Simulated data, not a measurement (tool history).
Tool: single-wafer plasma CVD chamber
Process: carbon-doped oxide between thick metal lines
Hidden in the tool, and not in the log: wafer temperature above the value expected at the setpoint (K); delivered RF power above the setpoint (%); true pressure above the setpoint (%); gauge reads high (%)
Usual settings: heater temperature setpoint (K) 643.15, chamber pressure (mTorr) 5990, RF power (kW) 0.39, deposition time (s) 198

run	hour	heater temperature setpoint (K)	chamber pressure (mTorr)	RF power (kW)	deposition time (s)	wafers since the last listed run	hours since the last thermocouple change	hours since the last RF generator calibration	hours since the last manometer calibration	hours since the showerhead was replaced	hours since the gauge calibration	read-back reference wafer on the same gauge, thickness_nm	mean film thickness on the monitor wafer (angstrom)
1	0	643.15	5990	0.39	198	0	1541.6	882.9	2299.8	2346	325.9	888.758	8529.24
# hour 25.8: thermocouple changed; heater temperature recalibrated
2	26.3	643.15	5990	0.41	198	86	0.5	909.2	2326.1	2372.3	352.2	887.846	8852.17
3	48.7	643.15	5990	0.41	198	106	22.9	931.6	2348.5	2394.7	374.6	887.369	8891.54
4	125.6	643.15	5990	0.34	198	364	99.8	1008.5	2425.4	2471.6	451.5	887.82	7489.46
5	144	643.15	5990	0.34	198	87	118.2	1026.9	2443.8	2490	469.9	888.218	7480.02
6	158.9	643.15	5990	0.39	198	70	133.1	1041.8	2458.7	2504.9	484.8	887.966	8495.56
7	172	643.15	5990	0.39	198	62	146.2	1054.9	2471.8	2518	497.9	888.281	8504
8	197.9	643.15	5990	0.33	198	122	172.1	1080.8	2497.7	2543.9	523.8	886.831	7210.32
9	230.4	631.15	4780	0.39	223	153	204.6	1113.3	2530.2	2576.4	556.3	888.365	9483.84
10	244.4	643.15	5990	0.435	227	66	218.6	1127.3	2544.2	2590.4	570.3	888.339	10746.29
# hour 261.1: capacitance manometer re-zeroed and calibrated
11	275.8	643.15	5470	0.32	198	110	250	1158.7	14.7	2621.8	601.7	888.005	6893.39
12	294.4	643.15	5470	0.32	198	88	268.6	1177.3	33.3	2640.4	620.3	887.331	6891.38
13	325.3	635.15	6620	0.39	222	146	299.5	1208.2	64.2	2671.3	651.2	888.41	9840.86
14	340.6	643.15	5990	0.345	198	72	314.8	1223.5	79.5	2686.6	666.5	887.033	7540.53
15	373.2	643.15	5990	0.39	198	154	347.4	1256.1	112.1	2719.2	699.1	887.353	8527.09
16	403.5	628.15	5990	0.37	216	143	377.7	1286.4	142.4	2749.5	729.4	888.386	9190.34
# hour 417.4: showerhead replaced
17	428.8	637.15	5990	0.39	198	81	403	1311.7	167.7	11.4	754.7	887.517	8595.19
18	444	649.15	7390	0.36	198	71	418.2	1326.9	182.9	26.6	769.9	887.616	8011.06
19	464.1	643.15	5990	0.435	198	95	438.3	1347	203	46.7	790	888.587	9355.53
# hour 492.3: RF generator calibrated
# hour 495.4: gauge calibrated
20	499.4	643.15	7330	0.39	198	129	473.6	7.1	238.3	82	4	888.85	9142.03
21	515.7	643.15	6870	0.39	179	77	489.9	23.4	254.6	98.3	20.3	888.257	8147.66
22	533.2	648.15	5990	0.39	159	82	507.4	40.9	272.1	115.8	37.8	889.646	7074.01
23	548.6	632.15	5990	0.39	210	72	522.8	56.3	287.5	131.2	53.2	888.35	9763.08
24	607.7	643.15	4990	0.39	167	279	581.9	115.4	346.6	190.3	112.3	887.8	7223.12
25	642.9	643.15	5990	0.39	198	166	617.1	150.6	381.8	225.5	147.5	887.188	8867.31

Forecast run 26:
26	659.4	643.15	5990	0.34	198	78	633.6	167.1	398.3	242	164	?	?

{"run 26": {"read-back reference wafer on the same gauge, thickness_nm": 887.92, "mean film thickness on the monitor wafer (angstrom)": 7763.39}}
With no hidden state in the tool, this same run would have given mean film thickness on the monitor wafer (angstrom) 7914.76.
